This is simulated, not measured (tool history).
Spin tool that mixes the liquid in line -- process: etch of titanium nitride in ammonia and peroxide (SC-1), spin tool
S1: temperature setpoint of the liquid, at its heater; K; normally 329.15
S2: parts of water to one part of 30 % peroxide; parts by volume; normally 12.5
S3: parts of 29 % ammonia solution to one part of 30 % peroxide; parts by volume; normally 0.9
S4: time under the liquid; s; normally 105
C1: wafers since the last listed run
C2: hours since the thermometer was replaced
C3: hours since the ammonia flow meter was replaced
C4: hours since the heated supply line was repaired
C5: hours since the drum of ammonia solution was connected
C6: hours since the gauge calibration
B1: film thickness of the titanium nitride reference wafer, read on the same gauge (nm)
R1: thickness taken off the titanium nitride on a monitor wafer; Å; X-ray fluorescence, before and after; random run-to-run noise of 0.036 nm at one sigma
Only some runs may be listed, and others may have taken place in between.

run    hour      S1    S2    S3   S4    C1     C2      C3     C4     C5      C6      B1     R1
  1       0  329.15  12.5   0.9  105     0   68.9    1805  927.9   55.7  1473.3  127.02   54.8
  2    28.8  329.15  12.5   0.9  105   302   97.7  1833.8  956.7   84.5  1502.1  127.06   55.1
       71.7  -- heated supply line repaired
  3    72.2  329.15     9   0.9  105   445  141.1  1877.2    0.5  127.9  1545.5   127.1   64.6
       72.2  -- gauge calibrated
  4   129.8  323.65  12.5   0.9  105   605  198.7  1934.8   58.1  185.5    57.6  122.12   36.5
  5   246.8  323.65  12.5   0.9  105  1230  315.7  2051.8  175.1  302.5   174.6  123.35   37.4
  6   285.4  329.15  12.5   0.9  105   405  354.3  2090.4  213.7  341.1   213.2  123.73   53.6
  7   313.5  329.15  12.5   1.2  105   295  382.4  2118.5  241.8  369.2   241.3  123.95   56.3
      328.8  -- ammonia flow meter replaced
  8   373.2  329.15  10.5   0.9   60   617  442.1    44.4  301.5  428.9     301  124.41   33.5
  9   425.2  329.15     8   0.9  105   546  494.1    96.4  353.5  480.9     353  124.84   67.8
 10   483.4  329.15     9   0.9  105   611  552.3   154.6  411.7  539.1   411.2  125.19   64.2
 11   513.6  329.15    10   0.9  105   317  582.5   184.8  441.9  569.3   441.4  125.37   60.8
      564.8  -- thermometer replaced
 12   577.4  335.15  12.5   0.9   55   660   12.6   248.6  505.7  633.1   505.2  125.76   41.8
 13   604.6  336.65  12.5   0.9  135   285   39.8   275.8  532.9  660.3   532.4  125.85  114.5
 14   675.6  333.65     8   1.2  105   746  110.8   346.8  603.9  731.3   603.4  126.26   96.2
 15   713.4  329.15  12.5   0.9   65   397  148.6   384.6  641.7  769.1   641.2  126.43   33.4
 16   781.1  334.65   7.5   0.9   70   711  216.3   452.3  709.4  836.8   708.9  126.67   68.8
 17   817.7  335.65  12.5   0.9   50   384  252.9   488.9    746  873.4   745.5  126.83     40
      825.4  -- new drum of ammonia solution connected
 18   879.2  329.15  12.5  1.05  155   636  314.4   550.4  807.5   53.8     807  126.99   82.5
 19   949.3  329.15  10.5   0.9  105   736  384.5   620.5  877.6  123.9   877.1  127.19   60.6
 20     986  329.15  12.5   0.9  105   385  421.2   657.2  914.3  160.6   913.8  127.32     56
 21  1051.5  329.15  12.5   0.9  105   688  486.7   722.7  979.8  226.1   979.3  127.52   55.5
     1152.1  -- heated supply line repaired
     1168.5  -- thermometer replaced
 22  1260.8  329.15  12.5   0.9  105  2179   92.3     932  108.7  435.4  1188.6  127.86   55.5
 23  1290.5  329.15  12.5   0.9  105   312    122   961.7  138.4  465.1  1218.3   127.9   55.2

Some steps in R1, run to run, broken into two amounts with sign: the step expected even without the hidden condition (settings, incoming material, random variation), and the rest, left for the hidden condition together with whatever gauge scatter is not in both the measured and the hidden-condition-free result:
The hidden state here: liquid hotter than its thermometer reads (K); ammonia flow below the setpoint (%); temperature lost on the way to the wafer (K); ammonia solution weaker than its label (%); gauge reads high (%).
Run 12 -> 13: S1 335.15 -> 336.65, S4 55 -> 135. R1 +72.7 Å: hidden state +3.5, all else +69.2.
Run 14 -> 15: S1 333.65 -> 329.15, S2 8 -> 12.5, S3 1.2 -> 0.9, S4 105 -> 65. R1 -62.8 Å: hidden state -3.1, all else -59.7.
